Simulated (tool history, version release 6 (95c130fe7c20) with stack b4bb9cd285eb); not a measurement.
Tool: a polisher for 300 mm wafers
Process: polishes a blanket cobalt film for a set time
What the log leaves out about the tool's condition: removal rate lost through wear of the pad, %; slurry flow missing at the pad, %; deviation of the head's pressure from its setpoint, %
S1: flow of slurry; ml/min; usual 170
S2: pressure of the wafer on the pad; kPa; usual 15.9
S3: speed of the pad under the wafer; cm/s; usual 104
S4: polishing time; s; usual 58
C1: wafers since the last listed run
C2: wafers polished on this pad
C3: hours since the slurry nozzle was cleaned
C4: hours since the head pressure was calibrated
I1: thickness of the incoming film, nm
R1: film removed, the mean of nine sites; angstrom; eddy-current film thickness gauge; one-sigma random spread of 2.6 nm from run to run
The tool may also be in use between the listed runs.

| run | hour | S1 | S2 | S3 | S4 | C1 | C2 | C3 | C4 | I1 | R1 |
|---|---|---|---|---|---|---|---|---|---|---|---|
| 1 | 0 | 170 | 15.9 | 112 | 70 | 0 | 841 | 691.2 | 196.4 | 1409.6 | 4109 |
| 2 | 55.5 | 170 | 15.9 | 104 | 58 | 484 | 1326 | 746.7 | 251.9 | 1410.4 | 3114 |
| 3 | 120.2 | 170 | 15.9 | 104 | 58 | 565 | 1891 | 811.4 | 316.6 | 1416.9 | 3197 |
|  | 160.6 | slurry nozzle cleaned |
| 4 | 177.3 | 170 | 15.9 | 104 | 58 | 489 | 2381 | 16.7 | 373.7 | 1451.1 | 3188 |
|  | 351.2 | worn pad replaced by a new one |
| 5 | 380.6 | 170 | 15.9 | 104 | 58 | 1740 | 257 | 220 | 577 | 1416.5 | 3228 |
| 6 | 418.3 | 170 | 15.9 | 104 | 58 | 329 | 586 | 257.7 | 614.7 | 1410.6 | 3280 |
| 7 | 464 | 160 | 15.9 | 104 | 58 | 399 | 985 | 303.4 | 660.4 | 1432.3 | 3324 |
| 8 | 517.9 | 170 | 14.5 | 104 | 58 | 470 | 1456 | 357.3 | 714.3 | 1404.3 | 3061 |
| 9 | 585.5 | 170 | 15.9 | 104 | 58 | 590 | 2046 | 424.9 | 781.9 | 1434.2 | 3374 |
|  | 595.4 | head pressure recalibrated |
| 10 | 637 | 170 | 15.9 | 104 | 62 | 432 | 2478 | 476.4 | 41.6 | 1437.5 | 3286 |
| 11 | 678.3 | 170 | 15.9 | 104 | 62 | 360 | 2839 | 517.7 | 82.9 | 1427.9 | 3280 |
| 12 | 831 | 170 | 15.9 | 104 | 58 | 1333 | 4173 | 670.4 | 235.6 | 1393.8 | 3118 |
|  | 851.5 | slurry nozzle cleaned |
|  | 868 | worn pad replaced by a new one |
| 13 | 869.1 | 170 | 15.9 | 104 | 58 | 289 | 9 | 17.6 | 273.7 | 1439.1 | 3153 |
| 14 | 1053.7 | 170 | 15.9 | 104 | 58 | 1612 | 1622 | 202.2 | 458.3 | 1438.6 | 3243 |
| 15 | 1113.9 | 170 | 15.9 | 104 | 58 | 525 | 2147 | 262.4 | 518.5 | 1447.3 | 3205 |
| 16 | 1142 | 170 | 15.9 | 104 | 58 | 245 | 2393 | 290.5 | 546.6 | 1442.4 | 3237 |
| 17 | 1178.3 | 170 | 15.9 | 104 | 58 | 317 | 2710 | 326.8 | 582.9 | 1412 | 3249 |
| 18 | 1217.1 | 170 | 15.9 | 104 | 58 | 338 | 3049 | 365.6 | 621.7 | 1393.9 | 3327 |
| 19 | 1282.8 | 170 | 15.9 | 104 | 58 | 573 | 3622 | 431.3 | 687.4 | 1397.8 | 3326 |
|  | 1285.1 | head pressure recalibrated |
| 20 | 1345.6 | 170 | 15.9 | 104 | 40 | 530 | 4153 | 494.1 | 60.5 | 1431.6 | 2163 |
|  | 1358.2 | worn pad replaced by a new one |
| 21 | 1382.2 | 135 | 17.2 | 92 | 45 | 284 | 209 | 530.7 | 97.1 | 1442.4 | 2208 |
| 22 | 1414.7 | 170 | 14.5 | 104 | 58 | 283 | 493 | 563.2 | 129.6 | 1417.7 | 2933 |
| 23 | 1443.9 | 205 | 15.9 | 104 | 58 | 255 | 748 | 592.4 | 158.8 | 1403.7 | 3215 |
| 24 | 1509.5 | 215 | 13.8 | 126 | 66 | 572 | 1321 | 658 | 224.4 | 1413.2 | 4034 |
| 25 | 1554.6 | 170 | 15.9 | 104 | 62 | 393 | 1715 | 703.1 | 269.5 | 1401.8 | 3413 |
|  | 1602.5 | slurry nozzle cleaned |
| 26 | 1610.9 | 190 | 20 | 72 | 71 | 482 | 2198 | 8.4 | 325.8 | 1413.2 | 3301 |
| 27 | 1642.3 | 170 | 15.9 | 92 | 58 | 274 | 2472 | 39.8 | 357.2 | 1430.6 | 2872 |
| 28 | 1698.1 | 170 | 11 | 104 | 58 | 487 | 2960 | 95.6 | 413 | 1426.7 | 2445 |
| 29 | 1750.1 | 205 | 15.9 | 80 | 58 | 454 | 3414 | 147.6 | 465 | 1392.3 | 2534 |
|  | 1776.2 | worn pad replaced by a new one |
| 30 | 1806.9 | 170 | 15.9 | 116 | 41 | 461 | 267 | 204.4 | 521.8 | 1435.9 | 2581 |
| 31 | 1860 | 215 | 15.9 | 68 | 58 | 463 | 731 | 257.5 | 574.9 | 1442.1 | 2192 |
| 32 | 1904.1 | 170 | 15.9 | 104 | 49 | 385 | 1116 | 301.6 | 619 | 1440.7 | 2836 |
| 33 | 1963.3 | 170 | 15.9 | 104 | 58 | 517 | 1633 | 360.8 | 678.2 | 1416.7 | 3358 |
| 34 | 2016.7 | 190 | 15.9 | 134 | 58 | 466 | 2100 | 414.2 | 731.6 | 1401.9 | 4418 |
|  | 2039.8 | head pressure recalibrated |
| 35 | 2060.9 | 205 | 11 | 138 | 52 | 368 | 2468 | 458.4 | 21.1 | 1419.7 | 2744 |
| 36 | 2128.2 | 170 | 15.9 | 74 | 44 | 587 | 3056 | 525.7 | 88.4 | 1398.7 | 1680 |
| 37 | 2167.8 | 190 | 11.7 | 80 | 39 | 345 | 3402 | 565.3 | 128 | 1413.3 | 1281 |
|  | 2172.7 | worn pad replaced by a new one |
| 38 | 2198.4 | 115 | 15.9 | 104 | 53 | 232 | 224 | 595.9 | 158.6 | 1402.7 | 2714 |

Each row is a separate what-if for the run after 38, all from the same tool condition, not one after another. Results?
| A | 2198.8 | 170 | 15.9 | 86 | 58 | 3 | 227 | 596.3 | 159 | 1445 | ? |
| B | 2198.8 | 170 | 15.9 | 132 | 58 | 3 | 227 | 596.3 | 159 | 1445 | ? |
| C | 2198.8 | 195 | 11.7 | 104 | 58 | 3 | 227 | 596.3 | 159 | 1445 | ? |

| run | R1 |
|---|---|
| A | 2610 |
| B | 4006 |
| C | 2510 |
Had the tool no hidden state, the same runs would have come out as:
| run | R1 |
|---|---|
| A | 2573 |
| B | 3949 |
| C | 2475 |

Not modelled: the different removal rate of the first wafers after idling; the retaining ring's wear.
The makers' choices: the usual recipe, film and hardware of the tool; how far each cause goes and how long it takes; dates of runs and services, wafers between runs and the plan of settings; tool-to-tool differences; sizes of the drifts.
